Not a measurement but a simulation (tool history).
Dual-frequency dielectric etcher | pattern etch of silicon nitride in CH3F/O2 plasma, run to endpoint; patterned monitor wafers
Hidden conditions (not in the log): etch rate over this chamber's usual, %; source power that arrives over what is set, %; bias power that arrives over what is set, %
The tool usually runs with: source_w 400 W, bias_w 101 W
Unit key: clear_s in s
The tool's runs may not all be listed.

run     day  source_w  bias_w  wafers since the last listed run  hours since the last wet clean  hours since the last source power generator calibration  hours since the last bias power generator calibration  hours since the last upper electrode change  incoming incoming film thickness, nm  clear_s
  1   0.000       430     101                                 0                           227.9                                                   3970.4                                                 2846.0                                       4219.4                                  99.5    113.3
  2   1.262       400     101                               203                           258.2                                                   4000.7                                                 2876.3                                       4249.7                                  99.7    116.5
  3   2.192       400     101                               149                           280.5                                                   4023.0                                                 2898.6                                       4272.0                                  98.4    114.9
  4   3.471       400      95                               205                           311.2                                                   4053.7                                                 2929.3                                       4302.7                                  99.8    118.6
  5   5.921       400      95                               394                           370.0                                                   4112.5                                                 2988.1                                       4361.5                                  98.8    117.1
  6   6.854       400      95                               150                           392.4                                                   4134.9                                                 3010.5                                       4383.9                                 100.3    119.1
      8.038  -- wet clean of the chamber
  7   8.058       400     101                                32                             0.5                                                   4163.8                                                 3039.4                                       4412.8                                  99.5    120.1
  8   8.117       400     101                                 9                             1.9                                                   4165.2                                                 3040.8                                       4414.2                                  98.4    118.8
  9   8.662       400     101                                87                            15.0                                                   4178.3                                                 3053.9                                       4427.3                                  98.5    118.6
 10  10.154       470     101                               240                            50.8                                                   4214.1                                                 3089.7                                       4463.1                                 100.2    112.1
 11  11.254       400      88                               177                            77.2                                                   4240.5                                                 3116.1                                       4489.5                                  99.3    125.3
 12  12.421       430     109                               187                           105.2                                                   4268.5                                                 3144.1                                       4517.5                                  98.7    110.2
 13  13.100       400     101                               109                           121.5                                                   4284.8                                                 3160.4                                       4533.8                                  99.5    117.8
 14  13.708       400     101                                97                           136.1                                                   4299.4                                                 3175.0                                       4548.4                                  99.6    117.7
 15  14.729       400     101                               164                           160.6                                                   4323.9                                                 3199.5                                       4572.9                                  98.3    116.2
 16  15.883       310      88                               185                           188.3                                                   4351.6                                                 3227.2                                       4600.6                                  99.6    138.6
 17  16.442       470      84                                89                           201.7                                                   4365.0                                                 3240.6                                       4614.0                                  99.7    119.4
 18  17.638       470     112                               192                           230.4                                                   4393.7                                                 3269.3                                       4642.7                                  98.5    102.7
 19  18.525       400      83                               142                           251.7                                                   4415.0                                                 3290.6                                       4664.0                                 100.2    127.1
 20  19.504       310      92                               157                           275.2                                                   4438.5                                                 3314.1                                       4687.5                                  98.6    132.3
 21  20.629       400     101                               181                           302.2                                                   4465.5                                                 3341.1                                       4714.5                                  98.8    114.3
 22  21.517       360      90                               142                           323.5                                                   4486.8                                                 3362.4                                       4735.8                                  99.3    126.4
     22.433  -- bias power generator calibrated
     22.517  -- source power generator calibrated
     22.596  -- wet clean of the chamber
 23  22.617       350     126                               124                             0.5                                                      2.4                                                    4.4                                       4762.2                                  98.9    114.0
 24  22.917       340     113                                48                             7.7                                                      9.6                                                   11.6                                       4769.4                                 100.6    123.3
     24.667  -- upper electrode replaced
 25  24.688       350     112                               124                            50.2                                                     52.1                                                   54.1                                          0.5                                  99.7    120.5
 26  24.704       400      78                                 2                            50.6                                                     52.5                                                   54.5                                          0.9                                  99.6    132.9
 27  25.517       340     115                               130                            70.1                                                     72.0                                                   74.0                                         20.4                                 100.0    120.2
 28  26.904       450      78                               223                           103.4                                                    105.3                                                  107.3                                         53.7                                  99.3    126.6
 29  30.896       310      93                               642                           199.2                                                    201.1                                                  203.1                                        149.5                                  99.6    134.6
 30  32.396       340     122                               241                           235.2                                                    237.1                                                  239.1                                        185.5                                 100.8    115.1
 31  33.083       370     101                               110                           251.7                                                    253.6                                                  255.6                                        202.0                                 100.2    119.7
 32  34.200       430     123                               179                           278.5                                                    280.4                                                  282.4                                        228.8                                 100.4    103.4
 33  34.721       440     121                                83                           291.0                                                    292.9                                                  294.9                                        241.3                                  99.9    102.6
 34  35.325       400     101                                97                           305.5                                                    307.4                                                  309.4                                        255.8                                  99.4    115.0

Predict each of these 5 candidate next runs independently; none follows another, all start after run 34:
  A  35.346       400     107                                 3                           306.0                                                    307.9                                                  309.9                                        256.3                                  99.3        ?
  B  35.346       440      83                                 3                           306.0                                                    307.9                                                  309.9                                        256.3                                  99.3        ?
  C  35.346       310      91                                 3                           306.0                                                    307.9                                                  309.9                                        256.3                                  99.3        ?
  D  35.346       450      77                                 3                           306.0                                                    307.9                                                  309.9                                        256.3                                  99.3        ?
  E  35.346       360     117                                 3                           306.0                                                    307.9                                                  309.9                                        256.3                                  99.3        ?

run  clear_s
  A    112.5
  B    121.3
  C    134.5
  D    124.2
  E    112.7
With no hidden state in the tool, these same runs would have given:
run  clear_s
  A    116.7
  B    125.8
  C    139.5
  D    128.9
  E    116.9

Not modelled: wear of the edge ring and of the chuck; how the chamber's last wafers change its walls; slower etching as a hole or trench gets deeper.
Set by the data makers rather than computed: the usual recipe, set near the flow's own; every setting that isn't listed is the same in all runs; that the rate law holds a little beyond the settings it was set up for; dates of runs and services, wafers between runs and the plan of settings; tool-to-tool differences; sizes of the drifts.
